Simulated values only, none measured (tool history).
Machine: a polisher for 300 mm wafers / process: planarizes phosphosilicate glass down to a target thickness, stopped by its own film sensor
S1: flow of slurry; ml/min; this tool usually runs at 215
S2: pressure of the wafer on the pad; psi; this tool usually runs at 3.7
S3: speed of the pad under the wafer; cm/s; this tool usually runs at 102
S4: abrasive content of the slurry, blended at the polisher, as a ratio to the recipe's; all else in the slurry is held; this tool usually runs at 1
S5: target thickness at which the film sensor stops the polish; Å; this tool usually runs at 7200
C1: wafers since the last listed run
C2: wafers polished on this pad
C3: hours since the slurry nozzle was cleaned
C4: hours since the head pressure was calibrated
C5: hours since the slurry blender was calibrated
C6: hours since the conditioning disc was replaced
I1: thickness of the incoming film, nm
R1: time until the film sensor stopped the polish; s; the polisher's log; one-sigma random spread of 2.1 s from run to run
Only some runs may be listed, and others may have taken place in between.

run	hour	S1	S2	S3	S4	S5	C1	C2	C3	C4	C5	C6	I1	R1
1	0	215	4.3	102	1	7200	0	1913	333.4	100.5	180.3	286.9	2027.6	110
# hour 12.7: worn pad replaced by a new one
# hour 29: conditioning disc replaced and pad reconditioned
2	56.9	215	4.3	102	1	7200	344	286	390.3	157.4	237.2	27.9	2097.4	115.8
# hour 107.9: slurry nozzle cleaned
# hour 164.2: slurry blender recalibrated
3	248.1	215	3.7	110	1	7200	1275	1561	140.2	348.6	83.9	219.1	2049.3	122.2
# hour 361.3: conditioning disc replaced and pad reconditioned
# hour 379.5: worn pad replaced by a new one
# hour 457.2: head pressure recalibrated
# hour 525.5: slurry nozzle cleaned
# hour 532.8: slurry blender recalibrated
4	550.9	215	3.7	102	1	9270	1976	1127	25.4	93.7	18.1	189.6	2054.3	101.2
5	640.3	215	3.7	102	1	9270	605	1733	114.8	183.1	107.5	279	2054.4	103.6
6	687.5	215	3.7	102	1	9270	319	2052	162	230.3	154.7	326.2	2067.4	106.6
# hour 720.3: conditioning disc replaced and pad reconditioned
7	732.4	215	3.7	102	1	7200	290	2343	206.9	275.2	199.6	12.1	2084.6	130.5
# hour 742.7: worn pad replaced by a new one
8	772.3	215	3.7	102	1	7200	243	200	246.8	315.1	239.5	52	2101.7	133.2
9	853.5	215	2.8	102	1	7200	550	750	328	396.3	320.7	133.2	2097.1	157.1
# hour 898.8: slurry blender recalibrated
10	910.7	215	2.9	102	1	7200	373	1124	385.2	453.5	11.9	190.4	2038.9	141.9
# hour 977.3: head pressure recalibrated
11	1005.8	255	3.7	102	1.15	9650	630	1755	480.3	28.5	107	285.5	2029.7	93.2
# hour 1020.5: conditioning disc replaced and pad reconditioned
# hour 1049.8: slurry nozzle cleaned
# hour 1053.9: worn pad replaced by a new one
12	1065.2	185	2.6	102	1	7200	355	76	15.4	87.9	166.4	44.7	2071.9	167.4
13	1122.9	215	3.7	102	1	8580	390	467	73.1	145.6	224.1	102.4	2080.8	114.1
14	1196.8	215	3.7	68	1	7200	500	967	147	219.5	298	176.3	2050.2	150.9
15	1235.5	290	3.7	88	0.8	4120	262	1230	185.7	258.2	336.7	215	2059.1	194.9

The next listed run, before its measurement:
# hour 1273: slurry blender recalibrated
16	1303.8	215	3.7	102	1	7200	449	1679	254	326.5	30.8	283.3	2046.5	?

Logged for run 16: R1 123.1 s.
Take away the tool's hidden state, keep the run-to-run variation as it was, and the same run would have given R1 123.1 s.
